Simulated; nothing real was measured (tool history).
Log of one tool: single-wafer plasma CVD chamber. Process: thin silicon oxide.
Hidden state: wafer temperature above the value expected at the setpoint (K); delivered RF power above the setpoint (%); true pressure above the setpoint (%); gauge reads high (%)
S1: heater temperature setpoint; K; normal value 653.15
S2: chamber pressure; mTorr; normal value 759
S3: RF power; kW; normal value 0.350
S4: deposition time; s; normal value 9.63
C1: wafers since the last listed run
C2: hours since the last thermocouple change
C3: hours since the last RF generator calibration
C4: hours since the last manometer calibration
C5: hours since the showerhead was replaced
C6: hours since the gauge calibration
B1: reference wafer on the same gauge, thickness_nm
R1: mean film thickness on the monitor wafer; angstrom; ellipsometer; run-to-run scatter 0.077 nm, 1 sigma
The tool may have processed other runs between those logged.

| run | hour | S1 | S2 | S3 | S4 | C1 | C2 | C3 | C4 | C5 | C6 | B1 | R1 |
|---|---|---|---|---|---|---|---|---|---|---|---|---|---|
| 1 | 0.0 | 653.15 | 759 | 0.350 | 9.63 | 0 | 2832.2 | 2340.6 | 1905.9 | 5024.6 | 651.6 | 21.107 | 189.28 |
| 2 | 71.2 | 653.15 | 833 | 0.350 | 10.22 | 1254 | 2903.4 | 2411.8 | 1977.1 | 5095.8 | 722.8 | 21.098 | 219.59 |
| 3 | 118.3 | 653.15 | 833 | 0.350 | 10.22 | 830 | 2950.5 | 2458.9 | 2024.2 | 5142.9 | 769.9 | 21.106 | 220.44 |
| 4 | 156.8 | 653.15 | 833 | 0.350 | 10.22 | 678 | 2989.0 | 2497.4 | 2062.7 | 5181.4 | 808.4 | 21.095 | 221.12 |
| 5 | 197.5 | 653.15 | 759 | 0.300 | 9.63 | 717 | 3029.7 | 2538.1 | 2103.4 | 5222.1 | 849.1 | 21.090 | 183.13 |
|  | 210.7 | showerhead replaced |
| 6 | 232.1 | 653.15 | 759 | 0.300 | 9.63 | 468 | 3064.3 | 2572.7 | 2138.0 | 21.4 | 883.7 | 21.092 | 183.21 |
|  | 241.6 | gauge calibrated |
|  | 245.0 | RF generator calibrated |
| 7 | 283.9 | 653.15 | 759 | 0.350 | 9.63 | 771 | 3116.1 | 38.9 | 2189.8 | 73.2 | 42.3 | 21.108 | 191.67 |
|  | 312.1 | capacitance manometer re-zeroed and calibrated |
| 8 | 312.6 | 645.15 | 862 | 0.295 | 10.61 | 364 | 3144.8 | 67.6 | 0.5 | 101.9 | 71.0 | 21.100 | 215.17 |
|  | 364.1 | thermocouple changed; heater temperature recalibrated |
| 9 | 380.1 | 653.15 | 640 | 0.400 | 9.15 | 1048 | 16.0 | 135.1 | 68.0 | 169.4 | 138.5 | 21.106 | 151.14 |
| 10 | 424.6 | 653.15 | 759 | 0.350 | 9.63 | 784 | 60.5 | 179.6 | 112.5 | 213.9 | 183.0 | 21.110 | 182.16 |
| 11 | 479.9 | 653.15 | 759 | 0.350 | 10.90 | 974 | 115.8 | 234.9 | 167.8 | 269.2 | 238.3 | 21.105 | 205.37 |
| 12 | 524.9 | 640.15 | 759 | 0.350 | 10.56 | 792 | 160.8 | 279.9 | 212.8 | 314.2 | 283.3 | 21.095 | 199.82 |
| 13 | 596.8 | 649.15 | 759 | 0.350 | 9.63 | 1267 | 232.7 | 351.8 | 284.7 | 386.1 | 355.2 | 21.099 | 182.66 |
| 14 | 660.1 | 639.15 | 759 | 0.280 | 9.63 | 1115 | 296.0 | 415.1 | 348.0 | 449.4 | 418.5 | 21.094 | 171.76 |

3 ways to go on from here, each from the tool as it stands after run 14. What would each give?
| A | 660.5 | 653.15 | 759 | 0.350 | 9.63 | 7 | 296.4 | 415.5 | 348.4 | 449.8 | 418.9 | ? | ? |
| B | 660.5 | 643.15 | 759 | 0.290 | 11.25 | 7 | 296.4 | 415.5 | 348.4 | 449.8 | 418.9 | ? | ? |
| C | 660.5 | 657.15 | 867 | 0.415 | 8.41 | 7 | 296.4 | 415.5 | 348.4 | 449.8 | 418.9 | ? | ? |

| run | B1 | R1 |
|---|---|---|
| A | 21.112 | 182.22 |
| B | 21.112 | 201.77 |
| C | 21.112 | 188.68 |
Had the tool no hidden state, the same runs would have come out as:
| run | R1 |
|---|---|
| A | 182.03 |
| B | 201.56 |
| C | 188.50 |

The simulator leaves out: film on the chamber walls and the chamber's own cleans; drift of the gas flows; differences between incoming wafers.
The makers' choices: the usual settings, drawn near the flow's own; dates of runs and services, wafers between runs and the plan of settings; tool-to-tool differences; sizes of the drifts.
